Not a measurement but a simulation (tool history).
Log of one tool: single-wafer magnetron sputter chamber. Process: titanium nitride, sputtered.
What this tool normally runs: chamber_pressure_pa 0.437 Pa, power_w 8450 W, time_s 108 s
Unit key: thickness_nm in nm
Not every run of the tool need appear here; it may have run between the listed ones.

run	hour	chamber_pressure_pa	power_w	time_s	wafers since the last listed run	wafers on the sputter target	hours since the last manometer calibration	hours since the magnet pack was replaced	hours since the gauge calibration	read-back reference wafer on the same gauge, thickness_nm	thickness_nm
1	0.0	0.437	7950	108	0	3319	2211.3	5935.1	319.3	195.954	173.395
2	44.2	0.437	7950	108	462	3782	2255.5	5979.3	363.5	195.917	174.143
3	103.2	0.351	8450	108	617	4400	2314.5	6038.3	422.5	196.176	194.374
4	134.2	0.351	8450	108	324	4724	2345.5	6069.3	453.5	195.939	194.607
# hour 164.1: sputter target and shields replaced
5	168.4	0.437	8450	93	274	44	2379.7	6103.5	487.7	196.056	158.130
6	193.3	0.437	8450	93	260	305	2404.6	6128.4	512.6	195.903	157.245
7	238.1	0.437	8450	108	469	774	2449.4	6173.2	557.4	195.836	183.950
8	280.4	0.437	8450	108	442	1217	2491.7	6215.5	599.7	195.936	183.567
9	323.5	0.437	8450	108	451	1668	2534.8	6258.6	642.8	195.854	183.356
10	388.2	0.487	8450	108	677	2346	2599.5	6323.3	707.5	195.891	176.233
11	416.4	0.437	8450	108	295	2641	2627.7	6351.5	735.7	196.022	181.561
# hour 448.0: capacitance manometer re-zeroed and calibrated
12	468.3	0.437	8450	108	459	3101	20.3	6403.4	787.6	196.003	189.486
13	521.5	0.437	8450	108	557	3658	73.5	6456.6	840.8	195.893	190.185
# hour 653.3: sputter target and shields replaced
14	666.9	0.437	8450	108	1438	142	218.9	6602.0	986.2	196.030	189.491
# hour 691.0: gauge calibrated
15	737.5	0.437	9750	101	739	881	289.5	6672.6	46.5	195.994	204.110
# hour 748.2: magnet pack replaced
16	799.0	0.437	8450	108	560	1441	351.0	50.8	108.0	196.080	189.021
17	864.8	0.540	8450	128	689	2130	416.8	116.6	173.8	195.919	213.040
18	898.0	0.437	8450	108	347	2478	450.0	149.8	207.0	195.907	190.583
19	924.3	0.347	8450	90	275	2753	476.3	176.1	233.3	196.105	165.613
20	998.5	0.437	7650	118	776	3530	550.5	250.3	307.5	196.231	187.070
21	1062.6	0.567	6550	116	671	4202	614.6	314.4	371.6	196.101	147.884
# hour 1095.2: sputter target and shields replaced
22	1095.7	0.573	6750	96	262	4	647.7	347.5	404.7	195.967	125.349
23	1145.2	0.370	10450	108	518	523	697.2	397.0	454.2	196.023	242.534
24	1191.3	0.437	8450	108	482	1005	743.3	443.1	500.3	195.940	189.482

Subtracting, for every run, the result it would have given without the tool's unlogged condition from the measured result gives the following. The same run-to-run variation enters both numbers; the gauge's scatter may not:
Unlogged tool condition in this case: deposition rate above that of a new target (%); true argon pressure above the setpoint (%); gauge reads high (%).
run	thickness_nm
1	-5.345
2	-5.588
3	-4.773
4	-4.910
5	-5.658
6	-5.747
7	-6.980
8	-7.212
9	-7.460
10	-8.722
11	-7.948
12	-0.256
13	-0.263
14	-0.313
15	-0.384
16	-0.402
17	-0.684
18	-0.500
19	-0.329
20	-0.609
21	-0.768
22	-0.706
23	-0.844
24	-0.915
